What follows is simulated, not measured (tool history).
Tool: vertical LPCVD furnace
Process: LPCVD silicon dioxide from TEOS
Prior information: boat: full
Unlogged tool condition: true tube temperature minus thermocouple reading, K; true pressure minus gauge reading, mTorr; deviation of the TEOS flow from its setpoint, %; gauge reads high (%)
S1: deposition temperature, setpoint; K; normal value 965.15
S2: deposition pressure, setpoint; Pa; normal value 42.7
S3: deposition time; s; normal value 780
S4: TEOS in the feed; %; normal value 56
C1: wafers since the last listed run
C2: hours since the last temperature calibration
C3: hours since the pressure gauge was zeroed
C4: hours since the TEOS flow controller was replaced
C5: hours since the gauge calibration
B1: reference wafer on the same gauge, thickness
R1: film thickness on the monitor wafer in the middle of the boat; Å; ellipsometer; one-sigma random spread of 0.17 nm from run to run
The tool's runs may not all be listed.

run,hour,S1,S2,S3,S4,C1,C2,C3,C4,C5,B1,R1
1,0.0,965.15,42.7,780,56,0,2038.9,1819.8,4188.0,151.9,80.76,765.6
2,13.8,965.15,42.7,780,56,122,2052.7,1833.6,4201.8,165.7,80.77,764.5
3,30.9,965.15,42.7,780,56,151,2069.8,1850.7,4218.9,182.8,80.78,765.1
4,46.2,965.15,42.7,780,56,135,2085.1,1866.0,4234.2,198.1,80.80,766.2
5,83.8,965.15,38.0,780,56,332,2122.7,1903.6,4271.8,235.7,80.78,723.0
6,95.9,965.15,38.0,780,56,107,2134.8,1915.7,4283.9,247.8,80.79,727.6
# hour 125.2: gauge calibrated
# hour 129.0: pressure gauge zeroed
7,129.5,965.15,42.7,780,56,84,2168.4,0.5,4317.5,4.3,80.77,770.9
8,134.1,965.15,42.7,780,56,40,2173.0,5.1,4322.1,8.9,80.81,773.0
9,141.4,960.15,42.7,870,56,64,2180.3,12.4,4329.4,16.2,80.78,761.7
10,148.4,965.15,42.7,780,56,61,2187.3,19.4,4336.4,23.2,80.78,770.6
11,157.1,965.15,34.7,780,56,77,2196.0,28.1,4345.1,31.9,80.77,695.4
# hour 184.8: TEOS flow controller replaced
# hour 190.8: thermocouples replaced and temperature profile calibrated
12,191.3,965.15,42.7,780,56,37,0.5,62.3,6.5,66.1,80.80,732.3
13,196.0,970.15,35.3,1050,62,41,5.2,67.0,11.2,70.8,80.85,1057.6
14,200.7,972.15,42.7,780,53,41,9.9,71.7,15.9,75.5,80.82,838.7
15,209.3,974.15,42.7,780,56,76,18.5,80.3,24.5,84.1,80.85,902.0
16,217.6,971.15,42.7,570,56,73,26.8,88.6,32.8,92.4,80.79,611.2
17,236.2,965.15,50.0,780,49,164,45.4,107.2,51.4,111.0,80.76,736.8
18,285.4,957.15,50.7,510,63,435,94.6,156.4,100.6,160.2,80.82,455.4
19,295.8,954.15,38.0,780,56,92,105.0,166.8,111.0,170.6,80.80,533.2
20,306.9,965.15,42.7,780,56,98,116.1,177.9,122.1,181.7,80.78,732.2
21,318.9,965.15,42.7,540,60,106,128.1,189.9,134.1,193.7,80.78,522.6
22,329.1,965.15,42.7,780,56,90,138.3,200.1,144.3,203.9,80.75,731.7

What was the tool's hidden state at every run in the log?
true pressure minus gauge reading, mTorr: 0 across all the runs
deviation of the TEOS flow from its setpoint, %: 0 across all the runs
gauge reads high (%): 0 across all the runs
H1: true tube temperature minus thermocouple reading, K
run,H1
1,2.52
2,2.55
3,2.6
4,2.63
5,2.73
6,2.76
7,2.85
8,2.86
9,2.88
10,2.9
11,2.92
12,0.654
13,0.654
14,0.654
15,0.654
16,0.654
17,0.655
18,0.659
19,0.66
20,0.662
21,0.663
22,0.665

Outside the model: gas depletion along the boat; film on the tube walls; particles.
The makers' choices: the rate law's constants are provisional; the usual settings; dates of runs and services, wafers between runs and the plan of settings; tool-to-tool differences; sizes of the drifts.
